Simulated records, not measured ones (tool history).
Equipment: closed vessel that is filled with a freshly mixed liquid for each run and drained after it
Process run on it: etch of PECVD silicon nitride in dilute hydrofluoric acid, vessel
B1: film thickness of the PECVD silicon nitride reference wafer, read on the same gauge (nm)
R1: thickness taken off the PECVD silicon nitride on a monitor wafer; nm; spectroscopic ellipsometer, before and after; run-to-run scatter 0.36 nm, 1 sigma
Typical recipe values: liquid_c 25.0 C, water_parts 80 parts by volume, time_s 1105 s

Run 1, hour 0.0: usual settings but time_s 755 s; B1 30.01. Result: R1 34.88 nm.
Run 2, hour 43.7: usual settings but time_s 755 s; B1 30.02. Result: R1 35.13 nm.
Run 3, hour 89.4: usual settings; B1 30.04. Result: R1 51.28 nm.
Run 4, hour 135.7: usual settings but water_parts 60 parts by volume; B1 30.01. Result: R1 67.91 nm.
At hour 198.4: gauge calibrated.
Run 5, hour 200.4: usual settings but water_parts 60 parts by volume; B1 29.99. Result: R1 68.50 nm.
Run 6, hour 247.2: usual settings but water_parts 60 parts by volume; B1 30.02. Result: R1 67.82 nm.
Run 7, hour 317.6: usual settings but time_s 1440 s; B1 30.01. Result: R1 66.37 nm.
Run 8, hour 355.1: usual settings but time_s 1440 s; B1 30.01. Result: R1 66.30 nm.
Run 9, hour 424.7: usual settings but time_s 1440 s; B1 30.03. Result: R1 66.26 nm.
Run 10, hour 469.2: usual settings; B1 30.01. Result: R1 51.30 nm.
Run 11, hour 524.7: usual settings; B1 30.04. Result: R1 50.80 nm.
Run 12, hour 586.1: usual settings but liquid_c 29.5 C, water_parts 55 parts by volume, time_s 655 s; B1 30.00. Result: R1 58.61 nm.
Run 13, hour 620.5: usual settings but liquid_c 22.0 C, water_parts 50 parts by volume, time_s 1725 s; B1 30.03. Result: R1 103.47 nm.
Run 14, hour 671.0: usual settings but liquid_c 29.5 C, water_parts 120 parts by volume; B1 29.99. Result: R1 45.41 nm.
Run 15, hour 704.4: usual settings; B1 30.00. Result: R1 50.94 nm.
Run 16, hour 752.6: usual settings but liquid_c 21.5 C, water_parts 55 parts by volume, time_s 760 s; B1 29.99. Result: R1 40.38 nm.
Run 17, hour 785.6: usual settings but liquid_c 22.0 C, time_s 1680 s; B1 30.02. Result: R1 63.78 nm.
Run 18, hour 843.1: usual settings; B1 30.00. Result: R1 51.07 nm.
Run 19, hour 878.5: usual settings but liquid_c 23.5 C, water_parts 50 parts by volume, time_s 1615 s; B1 29.99. Result: R1 106.22 nm.
Run 20, hour 915.2: usual settings but time_s 785 s; B1 29.99. Result: R1 36.69 nm.
Run 21, hour 942.4: usual settings but liquid_c 22.0 C, water_parts 65 parts by volume; B1 29.99. Result: R1 51.45 nm.
Run 22, hour 980.4: usual settings but liquid_c 21.0 C; B1 30.00. Result: R1 39.32 nm.
Run 23, hour 1026.5: usual settings but water_parts 110 parts by volume, time_s 730 s; B1 30.00. Result: R1 24.42 nm.
At hour 1047.6: hydrofluoric acid flow meter replaced.
Run 24, hour 1094.2: usual settings but liquid_c 21.0 C, water_parts 95 parts by volume, time_s 1420 s; B1 30.01. Result: R1 41.89 nm.
Run 25, hour 1124.6: usual settings but liquid_c 28.5 C, time_s 645 s; B1 30.02. Result: R1 37.26 nm.
Run 26, hour 1150.6: usual settings but time_s 1450 s; B1 29.99. Result: R1 67.87 nm.
Run 27, hour 1212.0: usual settings but liquid_c 28.5 C, water_parts 100 parts by volume, time_s 1610 s; B1 30.00. Result: R1 74.43 nm.
Run 28, hour 1255.2: usual settings; B1 30.05. Result: R1 51.77 nm.
Run 29, hour 1323.9: usual settings but time_s 755 s; B1 29.99. Result: R1 34.74 nm.
Run 30, hour 1374.4: usual settings but liquid_c 26.5 C, water_parts 65 parts by volume; B1 30.00. Result: R1 69.82 nm.
Run 31, hour 1403.1: usual settings but liquid_c 29.5 C; B1 30.03. Result: R1 68.97 nm.
Run 32, hour 1450.8: usual settings but water_parts 110 parts by volume; B1 30.01. Result: R1 37.58 nm.
Run 33, hour 1548.4: usual settings; B1 30.03. Result: R1 50.70 nm.

Below are 3 alternative next runs, each starting from the tool's condition after run 33. Predict each:
Run A, hour 1549.4: usual settings; B1 ?. Result: R1 ?.
Run B, hour 1549.4: usual settings but liquid_c 28.0 C, water_parts 120 parts by volume, time_s 630 s; B1 ?. Result: R1 ?.
Run C, hour 1549.4: usual settings but liquid_c 23.0 C, water_parts 95 parts by volume; B1 ?. Result: R1 ?.

run     B1     R1
  A  30.01  50.90
  B  30.01  23.53
  C  30.01  37.63
Without the tool's unlogged condition, the same runs would have read:
run     R1
  A  50.90
  B  23.53
  C  37.63
